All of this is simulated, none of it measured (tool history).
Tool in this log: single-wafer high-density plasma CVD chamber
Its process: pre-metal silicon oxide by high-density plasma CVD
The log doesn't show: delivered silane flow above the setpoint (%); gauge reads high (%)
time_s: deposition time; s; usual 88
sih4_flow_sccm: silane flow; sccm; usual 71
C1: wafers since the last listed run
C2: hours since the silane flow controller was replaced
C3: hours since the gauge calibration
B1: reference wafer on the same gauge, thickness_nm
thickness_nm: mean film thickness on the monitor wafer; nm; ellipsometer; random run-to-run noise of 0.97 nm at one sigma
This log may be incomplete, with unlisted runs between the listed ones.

{"run": 1, "hour": 0.0, "time_s": 88, "sih4_flow_sccm": 71, "C1": 0, "C2": 3340.6, "C3": 130.7, "B1": 598.885, "thickness_nm": 643.035}
{"run": 2, "hour": 10.7, "time_s": 88, "sih4_flow_sccm": 71, "C1": 116, "C2": 3351.3, "C3": 141.4, "B1": 598.869, "thickness_nm": 643.188}
{"run": 3, "hour": 18.1, "time_s": 88, "sih4_flow_sccm": 80, "C1": 80, "C2": 3358.7, "C3": 148.8, "B1": 599.001, "thickness_nm": 697.577}
{"run": 4, "hour": 29.9, "time_s": 88, "sih4_flow_sccm": 71, "C1": 128, "C2": 3370.5, "C3": 160.6, "B1": 598.937, "thickness_nm": 644.042}
{"run": 5, "hour": 56.2, "time_s": 88, "sih4_flow_sccm": 71, "C1": 286, "C2": 3396.8, "C3": 186.9, "B1": 598.847, "thickness_nm": 644.16}
{"run": 6, "hour": 63.8, "time_s": 88, "sih4_flow_sccm": 71, "C1": 82, "C2": 3404.4, "C3": 194.5, "B1": 599.046, "thickness_nm": 644.239}
{"run": 7, "hour": 70.3, "time_s": 88, "sih4_flow_sccm": 71, "C1": 70, "C2": 3410.9, "C3": 201, "B1": 598.968, "thickness_nm": 643.53}
{"hour": 72.9, "done": "gauge calibrated"}
{"run": 8, "hour": 84.2, "time_s": 75.8, "sih4_flow_sccm": 71, "C1": 151, "C2": 3424.8, "C3": 11.3, "B1": 598.773, "thickness_nm": 554.577}
{"run": 9, "hour": 97.6, "time_s": 75.8, "sih4_flow_sccm": 71, "C1": 145, "C2": 3438.2, "C3": 24.7, "B1": 598.99, "thickness_nm": 554.238}
{"hour": 122.4, "done": "silane flow controller replaced"}
{"run": 10, "hour": 122.9, "time_s": 81.5, "sih4_flow_sccm": 74, "C1": 188, "C2": 0.5, "C3": 50, "B1": 598.754, "thickness_nm": 613.839}
{"run": 11, "hour": 164.5, "time_s": 88, "sih4_flow_sccm": 71, "C1": 452, "C2": 42.1, "C3": 91.6, "B1": 598.716, "thickness_nm": 642.228}
{"run": 12, "hour": 170.9, "time_s": 75.8, "sih4_flow_sccm": 71, "C1": 69, "C2": 48.5, "C3": 98, "B1": 599.027, "thickness_nm": 554.954}
{"run": 13, "hour": 183.0, "time_s": 81.5, "sih4_flow_sccm": 74, "C1": 131, "C2": 60.6, "C3": 110.1, "B1": 599.223, "thickness_nm": 612.115}
{"run": 14, "hour": 191.9, "time_s": 71.2, "sih4_flow_sccm": 84, "C1": 96, "C2": 69.5, "C3": 119, "B1": 598.904, "thickness_nm": 583.219}
{"run": 15, "hour": 208.7, "time_s": 100.2, "sih4_flow_sccm": 59, "C1": 182, "C2": 86.3, "C3": 135.8, "B1": 598.942, "thickness_nm": 652.667}
{"run": 16, "hour": 223.5, "time_s": 88, "sih4_flow_sccm": 71, "C1": 161, "C2": 101.1, "C3": 150.6, "B1": 598.967, "thickness_nm": 645.05}
{"run": 17, "hour": 229.6, "time_s": 88, "sih4_flow_sccm": 83, "C1": 66, "C2": 107.2, "C3": 156.7, "B1": 599.124, "thickness_nm": 715.267}
{"run": 18, "hour": 246.4, "time_s": 76.3, "sih4_flow_sccm": 79, "C1": 182, "C2": 124, "C3": 173.5, "B1": 599.034, "thickness_nm": 599.671}
{"hour": 248.2, "done": "gauge calibrated"}
{"run": 19, "hour": 264.3, "time_s": 97.5, "sih4_flow_sccm": 62, "C1": 194, "C2": 141.9, "C3": 16.1, "B1": 599.319, "thickness_nm": 653.497}
{"run": 20, "hour": 282.1, "time_s": 78.5, "sih4_flow_sccm": 85, "C1": 193, "C2": 159.7, "C3": 33.9, "B1": 598.816, "thickness_nm": 648.953}
{"run": 21, "hour": 291.3, "time_s": 82.5, "sih4_flow_sccm": 63, "C1": 100, "C2": 168.9, "C3": 43.1, "B1": 598.962, "thickness_nm": 559.532}
{"run": 22, "hour": 302.7, "time_s": 79.9, "sih4_flow_sccm": 59, "C1": 124, "C2": 180.3, "C3": 54.5, "B1": 599.113, "thickness_nm": 521.149}
{"run": 23, "hour": 315.4, "time_s": 76.3, "sih4_flow_sccm": 79, "C1": 138, "C2": 193, "C3": 67.2, "B1": 598.785, "thickness_nm": 599.916}

Each row is a separate what-if for the run after 23, all from the same tool condition, not one after another. Results?
{"run": "A", "hour": 315.8, "time_s": 99.1, "sih4_flow_sccm": 71, "C1": 4, "C2": 193.4, "C3": 67.6, "B1": "?", "thickness_nm": "?"}
{"run": "B", "hour": 315.8, "time_s": 104.7, "sih4_flow_sccm": 76, "C1": 4, "C2": 193.4, "C3": 67.6, "B1": "?", "thickness_nm": "?"}
{"run": "C", "hour": 315.8, "time_s": 99.5, "sih4_flow_sccm": 71, "C1": 4, "C2": 193.4, "C3": 67.6, "B1": "?", "thickness_nm": "?"}
{"run": "D", "hour": 315.8, "time_s": 83.4, "sih4_flow_sccm": 85, "C1": 4, "C2": 193.4, "C3": 67.6, "B1": "?", "thickness_nm": "?"}
{"run": "E", "hour": 315.8, "time_s": 72.1, "sih4_flow_sccm": 80, "C1": 4, "C2": 193.4, "C3": 67.6, "B1": "?", "thickness_nm": "?"}

run=A B1=598.937 thickness_nm=726.75
run=B B1=598.937 thickness_nm=802.958
run=C B1=598.937 thickness_nm=729.683
run=D B1=598.937 thickness_nm=689.989
run=E B1=598.937 thickness_nm=572.303
With no hidden state in the tool, these same runs would have given:
run=A thickness_nm=726.75
run=B thickness_nm=802.958
run=C thickness_nm=729.683
run=D thickness_nm=689.989
run=E thickness_nm=572.303

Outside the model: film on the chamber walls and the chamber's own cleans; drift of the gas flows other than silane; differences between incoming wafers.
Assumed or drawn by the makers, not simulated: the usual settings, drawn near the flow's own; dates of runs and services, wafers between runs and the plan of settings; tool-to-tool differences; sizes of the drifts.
